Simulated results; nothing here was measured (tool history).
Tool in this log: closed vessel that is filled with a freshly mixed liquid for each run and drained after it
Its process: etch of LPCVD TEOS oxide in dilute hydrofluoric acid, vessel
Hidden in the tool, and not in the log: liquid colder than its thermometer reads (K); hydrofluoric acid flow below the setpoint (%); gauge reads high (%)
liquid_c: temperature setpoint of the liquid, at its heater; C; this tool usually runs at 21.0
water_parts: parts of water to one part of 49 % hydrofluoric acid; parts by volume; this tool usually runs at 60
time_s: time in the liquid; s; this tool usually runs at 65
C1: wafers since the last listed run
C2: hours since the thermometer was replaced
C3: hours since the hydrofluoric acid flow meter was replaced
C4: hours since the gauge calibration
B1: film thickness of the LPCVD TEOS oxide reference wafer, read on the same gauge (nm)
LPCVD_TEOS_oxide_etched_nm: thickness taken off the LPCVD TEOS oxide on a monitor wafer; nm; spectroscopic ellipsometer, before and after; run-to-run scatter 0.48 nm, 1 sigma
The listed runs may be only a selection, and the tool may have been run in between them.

Run 1, hour 0.0: usual settings; C1 0; C2 14.5; C3 12.8; C4 1259.8; B1 150.04. Result: LPCVD_TEOS_oxide_etched_nm 49.48 nm.
Run 2, hour 80.8: usual settings; C1 4869; C2 95.3; C3 93.6; C4 1340.6; B1 150.02. Result: LPCVD_TEOS_oxide_etched_nm 48.57 nm.
Run 3, hour 147.6: usual settings but time_s 40 s; C1 4025; C2 162.1; C3 160.4; C4 1407.4; B1 150.01. Result: LPCVD_TEOS_oxide_etched_nm 29.93 nm.
Run 4, hour 226.4: usual settings but water_parts 50 parts by volume; C1 4748; C2 240.9; C3 239.2; C4 1486.2; B1 150.01. Result: LPCVD_TEOS_oxide_etched_nm 58.88 nm.
Run 5, hour 303.6: usual settings but water_parts 80 parts by volume; C1 4652; C2 318.1; C3 316.4; C4 1563.4; B1 150.01. Result: LPCVD_TEOS_oxide_etched_nm 35.35 nm.
Run 6, hour 404.4: usual settings but water_parts 80 parts by volume; C1 6074; C2 418.9; C3 417.2; C4 1664.2; B1 149.97. Result: LPCVD_TEOS_oxide_etched_nm 35.72 nm.
Run 7, hour 469.1: usual settings but water_parts 80 parts by volume; C1 3898; C2 483.6; C3 481.9; C4 1728.9; B1 150.00. Result: LPCVD_TEOS_oxide_etched_nm 34.86 nm.
Run 8, hour 543.7: usual settings; C1 4495; C2 558.2; C3 556.5; C4 1803.5; B1 150.01. Result: LPCVD_TEOS_oxide_etched_nm 47.08 nm.
Run 9, hour 622.5: usual settings; C1 4748; C2 637.0; C3 635.3; C4 1882.3; B1 150.01. Result: LPCVD_TEOS_oxide_etched_nm 47.49 nm.
Run 10, hour 719.1: usual settings; C1 5821; C2 733.6; C3 731.9; C4 1978.9; B1 149.97. Result: LPCVD_TEOS_oxide_etched_nm 47.60 nm.
Run 11, hour 810.6: usual settings; C1 5513; C2 825.1; C3 823.4; C4 2070.4; B1 150.04. Result: LPCVD_TEOS_oxide_etched_nm 46.71 nm.
At hour 848.0: gauge calibrated.
Run 12, hour 867.6: usual settings; C1 3434; C2 882.1; C3 880.4; C4 19.6; B1 149.98. Result: LPCVD_TEOS_oxide_etched_nm 46.93 nm.
Run 13, hour 963.2: usual settings; C1 5761; C2 977.7; C3 976.0; C4 115.2; B1 150.01. Result: LPCVD_TEOS_oxide_etched_nm 47.97 nm.
Run 14, hour 1055.5: usual settings; C1 5562; C2 1070.0; C3 1068.3; C4 207.5; B1 149.99. Result: LPCVD_TEOS_oxide_etched_nm 46.72 nm.
Run 15, hour 1142.6: usual settings but liquid_c 19.5 C, water_parts 40 parts by volume, time_s 90 s; C1 5248; C2 1157.1; C3 1155.4; C4 294.6; B1 150.01. Result: LPCVD_TEOS_oxide_etched_nm 94.26 nm.
Run 16, hour 1213.5: usual settings but water_parts 70 parts by volume; C1 4272; C2 1228.0; C3 1226.3; C4 365.5; B1 150.01. Result: LPCVD_TEOS_oxide_etched_nm 40.18 nm.
Run 17, hour 1284.8: usual settings but liquid_c 17.0 C, water_parts 30 parts by volume, time_s 100 s; C1 4296; C2 1299.3; C3 1297.6; C4 436.8; B1 149.94. Result: LPCVD_TEOS_oxide_etched_nm 124.64 nm.
At hour 1286.1: thermometer replaced.
Run 18, hour 1362.3: usual settings but liquid_c 17.0 C, water_parts 45 parts by volume, time_s 95 s; C1 4610; C2 76.2; C3 1375.1; C4 514.3; B1 149.99. Result: LPCVD_TEOS_oxide_etched_nm 73.75 nm.
Run 19, hour 1450.2: usual settings but liquid_c 17.0 C, water_parts 80 parts by volume, time_s 75 s; C1 5296; C2 164.1; C3 1463.0; C4 602.2; B1 149.96. Result: LPCVD_TEOS_oxide_etched_nm 31.47 nm.
Run 20, hour 1536.1: usual settings but liquid_c 25.0 C, water_parts 85 parts by volume, time_s 45 s; C1 5176; C2 250.0; C3 1548.9; C4 688.1; B1 150.00. Result: LPCVD_TEOS_oxide_etched_nm 24.66 nm.
At hour 1596.0: hydrofluoric acid flow meter replaced.
Run 21, hour 1625.7: usual settings but liquid_c 23.0 C, water_parts 45 parts by volume, time_s 90 s; C1 5339; C2 339.6; C3 29.7; C4 777.7; B1 150.01. Result: LPCVD_TEOS_oxide_etched_nm 89.16 nm.
At hour 1649.6: thermometer replaced, repeated, since the last time left the tool worse.
Run 22, hour 1697.1: usual settings but liquid_c 22.5 C, time_s 85 s; C1 4242; C2 47.5; C3 101.1; C4 849.1; B1 149.99. Result: LPCVD_TEOS_oxide_etched_nm 68.34 nm.
Run 23, hour 1736.4: usual settings; C1 2368; C2 86.8; C3 140.4; C4 888.4; B1 150.00. Result: LPCVD_TEOS_oxide_etched_nm 49.14 nm.
Run 24, hour 1814.3: usual settings; C1 4694; C2 164.7; C3 218.3; C4 966.3; B1 149.98. Result: LPCVD_TEOS_oxide_etched_nm 49.50 nm.
Run 25, hour 1916.1: usual settings but liquid_c 24.5 C, water_parts 70 parts by volume; C1 6134; C2 266.5; C3 320.1; C4 1068.1; B1 149.98. Result: LPCVD_TEOS_oxide_etched_nm 47.22 nm.
Run 26, hour 1954.3: usual settings; C1 2301; C2 304.7; C3 358.3; C4 1106.3; B1 150.04. Result: LPCVD_TEOS_oxide_etched_nm 47.44 nm.
Run 27, hour 2028.1: usual settings but liquid_c 26.0 C, water_parts 30 parts by volume, time_s 30 s; C1 4447; C2 378.5; C3 432.1; C4 1180.1; B1 149.96. Result: LPCVD_TEOS_oxide_etched_nm 56.60 nm.
Run 28, hour 2085.8: usual settings; C1 3477; C2 436.2; C3 489.8; C4 1237.8; B1 150.03. Result: LPCVD_TEOS_oxide_etched_nm 48.77 nm.

How the hidden state differs across the entries between the runs, from the last listed run before each to the first after it:
From run 11 to run 12: gauge calibrated (hour 848.0)
  liquid colder than its thermometer reads (K): 0.899 -> 0.957
  the result without the hidden state subtracted from the measured one, LPCVD_TEOS_oxide_etched_nm: -1.80 -> -1.94 nm
From run 17 to run 18: thermometer replaced (hour 1286.1)
  liquid colder than its thermometer reads (K): 1.38 -> 2.55
  the result without the hidden state subtracted from the measured one, LPCVD_TEOS_oxide_etched_nm: -7.86 -> -8.77 nm
From run 20 to run 21: hydrofluoric acid flow meter replaced (hour 1596.0)
  liquid colder than its thermometer reads (K): 2.72 -> 2.81
  the result without the hidden state subtracted from the measured one, LPCVD_TEOS_oxide_etched_nm: -2.85 -> -11.20 nm
From run 21 to run 22: thermometer replaced, repeated, since the last time left the tool worse (hour 1649.6)
  liquid colder than its thermometer reads (K): 2.81 -> 0.132
  the result without the hidden state subtracted from the measured one, LPCVD_TEOS_oxide_etched_nm: -11.20 -> -0.36 nm
